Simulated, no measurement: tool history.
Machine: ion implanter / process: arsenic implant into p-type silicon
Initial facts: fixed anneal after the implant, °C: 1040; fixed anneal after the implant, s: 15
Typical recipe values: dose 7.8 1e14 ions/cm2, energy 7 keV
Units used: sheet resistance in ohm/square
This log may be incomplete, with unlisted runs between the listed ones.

run   hour  dose  energy  read-back reference wafer on the same gauge, sheet resistance  sheet resistance
  1      0   7.8       7                                                         154.95            172.91
  2   29.1   9.5       7                                                         154.99            153.33
  3   46.4   9.5       7                                                          155.1            153.17
  4   62.9   7.8     8.5                                                         155.04            171.02
  5  114.7   7.8     8.5                                                            155             170.6
  6  144.7   7.8     8.5                                                         155.07            170.58
  7  158.7  9.01       7                                                         154.92            157.88
  8  176.2  9.01       7                                                         155.06            157.76
     186.4  -- extraction supply calibrated
  9  202.7   9.9       7                                                         154.95            149.57
     212.5  -- gauge calibrated
 10  303.6  9.23       7                                                         155.01             155.6
 11  320.3  6.67     8.5                                                          155.1            189.21
 12  353.9   7.8       7                                                         154.99            172.25
     387.9  -- Faraday cup replaced and dose calibrated
 13  389.4  8.42       8                                                         155.16            167.04
 14  418.4  6.09       8                                                         155.02            208.25
 15  446.5   7.8       7                                                         154.88            176.78

Run 16 is up next; what results do you expect?
 16  472.9  6.02       7                                                              ?                 ?

{"run 16": {"read-back reference wafer on the same gauge, sheet resistance": 154.89, "sheet resistance": 210.94}}
Take away the tool's hidden state, keep the run-to-run variation as it was, and the same run would have given sheet resistance 212.56 ohm/square.
